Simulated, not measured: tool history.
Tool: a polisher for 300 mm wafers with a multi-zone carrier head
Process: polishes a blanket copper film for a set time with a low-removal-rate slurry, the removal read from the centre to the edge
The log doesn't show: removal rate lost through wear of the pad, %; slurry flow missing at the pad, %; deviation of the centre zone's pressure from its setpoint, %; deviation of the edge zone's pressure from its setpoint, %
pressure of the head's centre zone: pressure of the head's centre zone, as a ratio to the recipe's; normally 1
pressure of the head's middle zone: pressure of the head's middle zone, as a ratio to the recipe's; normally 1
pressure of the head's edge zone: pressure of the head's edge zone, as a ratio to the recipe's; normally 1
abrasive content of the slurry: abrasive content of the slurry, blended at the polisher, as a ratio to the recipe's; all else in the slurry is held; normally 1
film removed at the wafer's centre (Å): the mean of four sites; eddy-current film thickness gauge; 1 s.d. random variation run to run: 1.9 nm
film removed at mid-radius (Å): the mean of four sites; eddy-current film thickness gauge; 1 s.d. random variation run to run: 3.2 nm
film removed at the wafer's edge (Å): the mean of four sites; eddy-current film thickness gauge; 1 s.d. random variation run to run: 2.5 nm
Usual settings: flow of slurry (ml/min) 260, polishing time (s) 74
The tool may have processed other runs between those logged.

run	day	flow of slurry (ml/min)	pressure of the head's centre zone	pressure of the head's middle zone	pressure of the head's edge zone	abrasive content of the slurry	polishing time (s)	wafers since the last listed run	wafers polished on this pad	hours since the slurry nozzle was cleaned	hours since the centre zone pressure was calibrated	hours since the edge zone pressure was calibrated	hours since the carrier head's membrane was replaced	incoming thickness of the incoming film, nm	film removed at the wafer's centre (Å)	film removed at mid-radius (Å)	film removed at the wafer's edge (Å)
1	0	260	1	1	1	1	74	0	82	217.5	1106.3	1145.2	630.6	1191	2228	2295	2354
2	1.608	260	1	1	1	1	74	456	539	256.1	1144.9	1183.8	669.2	1196.9	2208	2236	2313
3	3.267	260	1	1	1	1	74	471	1010	295.9	1184.7	1223.6	709	1154.2	2191	2245	2298
# day 4.312: slurry nozzle cleaned
4	4.333	260	1	1	1	1	74	291	1301	0.5	1210.3	1249.2	734.6	1178.8	2317	2456	2410
# day 5.512: edge zone pressure recalibrated
5	6.671	260	1	1	1	1	74	640	1942	56.6	1266.4	27.8	790.7	1165.7	2333	2355	2403
# day 8.754: centre zone pressure recalibrated
6	9.321	260	1	1	1	1	74	729	2671	120.2	13.6	91.4	854.3	1188.7	2382	2361	2331
# day 9.575: worn pad replaced by a new one
7	11.467	260	1	1	1	1	74	562	537	171.7	65.1	142.9	905.8	1192.8	2293	2256	2347
8	13.062	205	1	1	1	1	55	453	990	210	103.4	181.2	944.1	1191.4	1641	1617	1701
9	14.196	260	1	1	1	1	74	322	1313	237.2	130.6	208.4	971.3	1198.6	2247	2290	2372
10	15.288	180	1	1	1	0.8	74	310	1623	263.4	156.8	234.6	997.5	1186.7	1985	1968	2112
11	16.417	185	1	1	1.07	1.15	57	320	1943	290.5	183.9	261.7	1024.6	1205.7	1614	1609	1756
12	18.312	260	1.05	1	1	1	74	538	2482	336	229.4	307.2	1070.1	1162.6	2288	2212	2299
# day 19.708: worn pad replaced by a new one
13	19.933	260	1	1	1	1.15	52	413	63	374.9	268.3	346.1	1109	1197	1538	1522	1601
# day 20.346: slurry nozzle cleaned
14	21.575	260	1	1	1	1	74	454	518	29.5	307.7	385.5	1148.4	1184.2	2345	2424	2435
15	24.062	260	0.9	0.93	1	1	74	706	1224	89.2	367.4	445.2	1208.1	1176	2085	2190	2362
# day 26.162: carrier head's membrane replaced by a new one
16	26.962	260	0.94	0.91	1	1.2	52	764	1989	158.8	437	514.8	19.2	1190.3	1519	1542	1722
17	29.375	215	1	1	1.1	1	74	685	2675	216.7	494.9	572.7	77.1	1171.7	2140	2170	2372
18	30.912	210	1	1	1	1	74	436	3112	253.6	531.8	609.6	114	1190.2	2096	2134	2263
# day 32.421: worn pad replaced by a new one
19	33.825	260	1	1.05	1.03	1	74	780	399	323.5	601.7	679.5	183.9	1202.7	2148	2209	2314
20	35.658	260	1	1	1	1	74	520	920	367.5	645.7	723.5	227.9	1170	2070	2117	2246
# day 37.333: slurry nozzle cleaned
21	38.267	215	1	0.96	1	1	74	729	1649	22.4	708.3	786.1	290.5	1175.8	2249	2180	2364
22	39.379	260	1	1	1	0.7	59	316	1965	49.1	735	812.8	317.2	1155.6	1795	1843	1838

Predict each of these 3 candidate next runs independently; none follows another, all start after run 22:
A	39.396	260	1	1	1	1	74	4	1970	49.5	735.4	813.2	317.6	1166.2	?	?	?
B	39.396	260	1	1	1	1	61	4	1970	49.5	735.4	813.2	317.6	1166.2	?	?	?
C	39.396	260	1	1.09	1.07	0.85	98	4	1970	49.5	735.4	813.2	317.6	1166.2	?	?	?

run	film removed at the wafer's centre (Å)	film removed at mid-radius (Å)	film removed at the wafer's edge (Å)
A	2340	2387	2419
B	1929	1968	1994
C	3043	3337	3245
Had the tool no hidden state, the same runs would have come out as:
run	film removed at the wafer's centre (Å)	film removed at mid-radius (Å)	film removed at the wafer's edge (Å)
A	2440	2415	2440
B	2012	1991	2012
C	3172	3375	3274
